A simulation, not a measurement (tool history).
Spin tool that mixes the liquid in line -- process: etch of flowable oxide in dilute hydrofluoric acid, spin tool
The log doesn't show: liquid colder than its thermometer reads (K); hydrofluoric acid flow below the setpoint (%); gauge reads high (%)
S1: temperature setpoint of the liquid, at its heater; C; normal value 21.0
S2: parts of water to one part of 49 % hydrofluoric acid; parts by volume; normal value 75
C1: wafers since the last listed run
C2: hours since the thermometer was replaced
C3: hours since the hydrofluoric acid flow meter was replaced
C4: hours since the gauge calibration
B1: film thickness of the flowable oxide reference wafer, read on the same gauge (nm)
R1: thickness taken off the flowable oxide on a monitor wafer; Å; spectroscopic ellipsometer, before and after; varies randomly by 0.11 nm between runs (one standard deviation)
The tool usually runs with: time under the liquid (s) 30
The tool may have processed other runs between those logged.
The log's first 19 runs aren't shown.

{"hour": 1662.9, "done": "hydrofluoric acid flow meter replaced"}
{"run": 20, "hour": 1745.4, "S1": 17.0, "S2": 75, "time under the liquid (s)": 30, "C1": 755, "C2": 2424.5, "C3": 82.5, "C4": 544.7, "B1": 100.03, "R1": 167.8}
{"run": 21, "hour": 1836.3, "S1": 24.0, "S2": 50, "time under the liquid (s)": 15, "C1": 812, "C2": 2515.4, "C3": 173.4, "C4": 635.6, "B1": 100.0, "R1": 171.1}
{"run": 22, "hour": 1907.9, "S1": 21.0, "S2": 100, "time under the liquid (s)": 15, "C1": 639, "C2": 2587.0, "C3": 245.0, "C4": 707.2, "B1": 99.98, "R1": 71.8}
{"run": 23, "hour": 1945.8, "S1": 21.0, "S2": 50, "time under the liquid (s)": 15, "C1": 338, "C2": 2624.9, "C3": 282.9, "C4": 745.1, "B1": 100.04, "R1": 151.4}
{"hour": 1987.8, "done": "thermometer replaced"}
{"run": 24, "hour": 2010.3, "S1": 21.0, "S2": 75, "time under the liquid (s)": 25, "C1": 567, "C2": 22.5, "C3": 347.4, "C4": 809.6, "B1": 100.01, "R1": 161.7}
{"run": 25, "hour": 2091.9, "S1": 24.5, "S2": 100, "time under the liquid (s)": 30, "C1": 729, "C2": 104.1, "C3": 429.0, "C4": 891.2, "B1": 100.01, "R1": 163.9}
{"run": 26, "hour": 2160.1, "S1": 17.0, "S2": 75, "time under the liquid (s)": 30, "C1": 609, "C2": 172.3, "C3": 497.2, "C4": 959.4, "B1": 100.03, "R1": 164.7}
{"run": 27, "hour": 2262.3, "S1": 25.0, "S2": 45, "time under the liquid (s)": 15, "C1": 913, "C2": 274.5, "C3": 599.4, "C4": 1061.6, "B1": 100.01, "R1": 198.5}
{"run": 28, "hour": 2326.6, "S1": 21.0, "S2": 75, "time under the liquid (s)": 30, "C1": 574, "C2": 338.8, "C3": 663.7, "C4": 1125.9, "B1": 100.01, "R1": 195.4}
{"hour": 2343.3, "done": "hydrofluoric acid flow meter replaced"}
{"run": 29, "hour": 2388.3, "S1": 21.0, "S2": 110, "time under the liquid (s)": 30, "C1": 542, "C2": 400.5, "C3": 45.0, "C4": 1187.6, "B1": 100.01, "R1": 130.0}
{"run": 30, "hour": 2647.0, "S1": 17.0, "S2": 55, "time under the liquid (s)": 15, "C1": 2312, "C2": 659.2, "C3": 303.7, "C4": 1446.3, "B1": 99.99, "R1": 116.0}
{"run": 31, "hour": 2685.5, "S1": 17.5, "S2": 45, "time under the liquid (s)": 15, "C1": 344, "C2": 697.7, "C3": 342.2, "C4": 1484.8, "B1": 99.99, "R1": 144.9}
{"run": 32, "hour": 2781.9, "S1": 21.0, "S2": 75, "time under the liquid (s)": 30, "C1": 861, "C2": 794.1, "C3": 438.6, "C4": 1581.2, "B1": 99.97, "R1": 196.0}

What if the next run were any one of these 5? Each begins from the tool's condition after run 32:
{"run": "A", "hour": 2782.3, "S1": 21.0, "S2": 75, "time under the liquid (s)": 30, "C1": 3, "C2": 794.5, "C3": 439.0, "C4": 1581.6, "B1": "?", "R1": "?"}
{"run": "B", "hour": 2782.3, "S1": 26.0, "S2": 75, "time under the liquid (s)": 30, "C1": 3, "C2": 794.5, "C3": 439.0, "C4": 1581.6, "B1": "?", "R1": "?"}
{"run": "C", "hour": 2782.3, "S1": 19.5, "S2": 65, "time under the liquid (s)": 45, "C1": 3, "C2": 794.5, "C3": 439.0, "C4": 1581.6, "B1": "?", "R1": "?"}
{"run": "D", "hour": 2782.3, "S1": 18.5, "S2": 90, "time under the liquid (s)": 40, "C1": 3, "C2": 794.5, "C3": 439.0, "C4": 1581.6, "B1": "?", "R1": "?"}
{"run": "E", "hour": 2782.3, "S1": 17.0, "S2": 45, "time under the liquid (s)": 45, "C1": 3, "C2": 794.5, "C3": 439.0, "C4": 1581.6, "B1": "?", "R1": "?"}

run=A B1=100.00 R1=197.0
run=B B1=100.00 R1=241.2
run=C B1=100.00 R1=324.0
run=D B1=100.00 R1=193.8
run=E B1=100.00 R1=430.3
Without the tool's unlogged condition, the same runs would have read:
run=A R1=200.0
run=B R1=245.0
run=C R1=329.0
run=D R1=196.9
run=E R1=436.8

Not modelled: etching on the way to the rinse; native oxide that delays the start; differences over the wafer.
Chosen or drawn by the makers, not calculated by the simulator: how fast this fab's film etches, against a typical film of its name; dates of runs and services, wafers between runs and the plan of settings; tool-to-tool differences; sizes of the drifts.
